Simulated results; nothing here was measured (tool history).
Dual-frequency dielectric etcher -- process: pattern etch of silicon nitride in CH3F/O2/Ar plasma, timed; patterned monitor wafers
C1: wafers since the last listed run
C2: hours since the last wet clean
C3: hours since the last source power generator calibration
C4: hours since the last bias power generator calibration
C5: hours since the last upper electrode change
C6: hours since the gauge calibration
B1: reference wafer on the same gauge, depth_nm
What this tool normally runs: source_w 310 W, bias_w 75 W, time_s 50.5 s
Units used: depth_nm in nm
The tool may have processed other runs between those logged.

Run 1, day 0: usual settings but bias_w 87 W; C1 0; C2 194.1; C3 905.6; C4 1059.4; C5 1555.3; C6 552.9; B1 28.2. Result: depth_nm 35.58 nm.
Run 2, day 1.654: usual settings; C1 594; C2 233.8; C3 945.3; C4 1099.1; C5 1595; C6 592.6; B1 28.21. Result: depth_nm 33.45 nm.
Run 3, day 4.312: usual settings but bias_w 70 W; C1 956; C2 297.6; C3 1009.1; C4 1162.9; C5 1658.8; C6 656.4; B1 28.21. Result: depth_nm 32.5 nm.
Run 4, day 6.958: usual settings but bias_w 70 W; C1 951; C2 361.1; C3 1072.6; C4 1226.4; C5 1722.3; C6 719.9; B1 28.2. Result: depth_nm 32.52 nm.
Run 5, day 8.992: usual settings; C1 731; C2 409.9; C3 1121.4; C4 1275.2; C5 1771.1; C6 768.7; B1 28.18. Result: depth_nm 33.56 nm.
Run 6, day 11.146: usual settings but bias_w 83 W; C1 774; C2 461.6; C3 1173.1; C4 1326.9; C5 1822.8; C6 820.4; B1 28.18. Result: depth_nm 34.79 nm.
Run 7, day 13.246: usual settings; C1 755; C2 512; C3 1223.5; C4 1377.3; C5 1873.2; C6 870.8; B1 28.19. Result: depth_nm 33.51 nm.
Run 8, day 15.762: usual settings; C1 905; C2 572.4; C3 1283.9; C4 1437.7; C5 1933.6; C6 931.2; B1 28.17. Result: depth_nm 33.31 nm.
Run 9, day 16.996: usual settings; C1 443; C2 602; C3 1313.5; C4 1467.3; C5 1963.2; C6 960.8; B1 28.24. Result: depth_nm 33.58 nm.
At day 18.467: wet clean of the chamber.
Run 10, day 18.767: usual settings but source_w 250 W; C1 277; C2 7.2; C3 1356; C4 1509.8; C5 2005.7; C6 1003.3; B1 28.22. Result: depth_nm 31.21 nm.
Run 11, day 20.554: usual settings but source_w 250 W; C1 642; C2 50.1; C3 1398.9; C4 1552.7; C5 2048.6; C6 1046.2; B1 28.23. Result: depth_nm 31.25 nm.
Run 12, day 21.829: usual settings; C1 458; C2 80.7; C3 1429.5; C4 1583.3; C5 2079.2; C6 1076.8; B1 28.2. Result: depth_nm 33.47 nm.
Run 13, day 23.138: usual settings; C1 470; C2 112.1; C3 1460.9; C4 1614.7; C5 2110.6; C6 1108.2; B1 28.23. Result: depth_nm 33.56 nm.
Run 14, day 25.654: usual settings but source_w 370 W, bias_w 92 W, time_s 58 s; C1 905; C2 172.5; C3 1521.3; C4 1675.1; C5 2171; C6 1168.6; B1 28.17. Result: depth_nm 43.97 nm.
At day 28.071: gauge calibrated.
At day 28.938: bias power generator calibrated.
Run 15, day 31.512: usual settings but source_w 250 W, bias_w 59 W; C1 2047; C2 313.1; C3 1661.9; C4 61.8; C5 2311.6; C6 82.6; B1 28.17. Result: depth_nm 28.73 nm.
At day 33.4: upper electrode replaced.
Run 16, day 33.421: usual settings but source_w 240 W, bias_w 82 W; C1 326; C2 358.9; C3 1707.7; C4 107.6; C5 0.5; C6 128.4; B1 28.22. Result: depth_nm 32.56 nm.
At day 34.15: source power generator calibrated.
Run 17, day 34.483: usual settings but source_w 370 W, time_s 45 s; C1 322; C2 384.4; C3 8; C4 133.1; C5 26; C6 153.9; B1 28.19. Result: depth_nm 32.06 nm.
Run 18, day 36.012: usual settings but source_w 260 W, bias_w 84 W; C1 549; C2 421.1; C3 44.7; C4 169.8; C5 62.7; C6 190.6; B1 28.2. Result: depth_nm 33.55 nm.
Run 19, day 37.221: usual settings but source_w 340 W; C1 434; C2 450.1; C3 73.7; C4 198.8; C5 91.7; C6 219.6; B1 28.22. Result: depth_nm 34.85 nm.
Run 20, day 38.929: usual settings but bias_w 83 W; C1 614; C2 491.1; C3 114.7; C4 239.8; C5 132.7; C6 260.6; B1 28.21. Result: depth_nm 35.13 nm.
At day 41.225: wet clean of the chamber.
Run 21, day 41.246: usual settings but bias_w 85 W; C1 473; C2 0.5; C3 170.3; C4 295.4; C5 188.3; C6 316.2; B1 28.23. Result: depth_nm 35.41 nm.
Run 22, day 42.425: usual settings but source_w 240 W, bias_w 81 W, time_s 64.5 s; C1 424; C2 28.8; C3 198.6; C4 323.7; C5 216.6; C6 344.5; B1 28.17. Result: depth_nm 41.1 nm.
Run 23, day 44.129: usual settings but source_w 350 W, bias_w 68 W, time_s 41 s; C1 612; C2 69.7; C3 239.5; C4 364.6; C5 257.5; C6 385.4; B1 28.21. Result: depth_nm 27.36 nm.
Run 24, day 45.396: usual settings but bias_w 83 W, time_s 37 s; C1 455; C2 100.1; C3 269.9; C4 395; C5 287.9; C6 415.8; B1 28.21. Result: depth_nm 25.69 nm.

Hidden condition of the tool, last listed run before each entry between runs versus first listed run after:
Run 9 -> run 10: wet clean of the chamber (day 18.467)
  bias power that arrives over what is set, %: -4.14 -> -4.16
  measured less the result without the state, depth_nm: -0.57 -> -0.55 nm
Run 14 -> run 15: gauge calibrated (day 28.071); bias power generator calibrated (day 28.938)
  bias power that arrives over what is set, %: -4.22 -> -0.906
  measured less the result without the state, depth_nm: -0.8 -> -0.11 nm
Run 15 -> run 16: upper electrode replaced (day 33.4)
  bias power that arrives over what is set, %: -0.906 -> -1.21
  measured less the result without the state, depth_nm: -0.11 -> -0.17 nm
Run 16 -> run 17: source power generator calibrated (day 34.15)
  bias power that arrives over what is set, %: -1.21 -> -1.36
  measured less the result without the state, depth_nm: -0.17 -> -0.17 nm
Run 20 -> run 21: wet clean of the chamber (day 41.225)
  bias power that arrives over what is set, %: -1.94 -> -2.2
  measured less the result without the state, depth_nm: -0.29 -> -0.33 nm
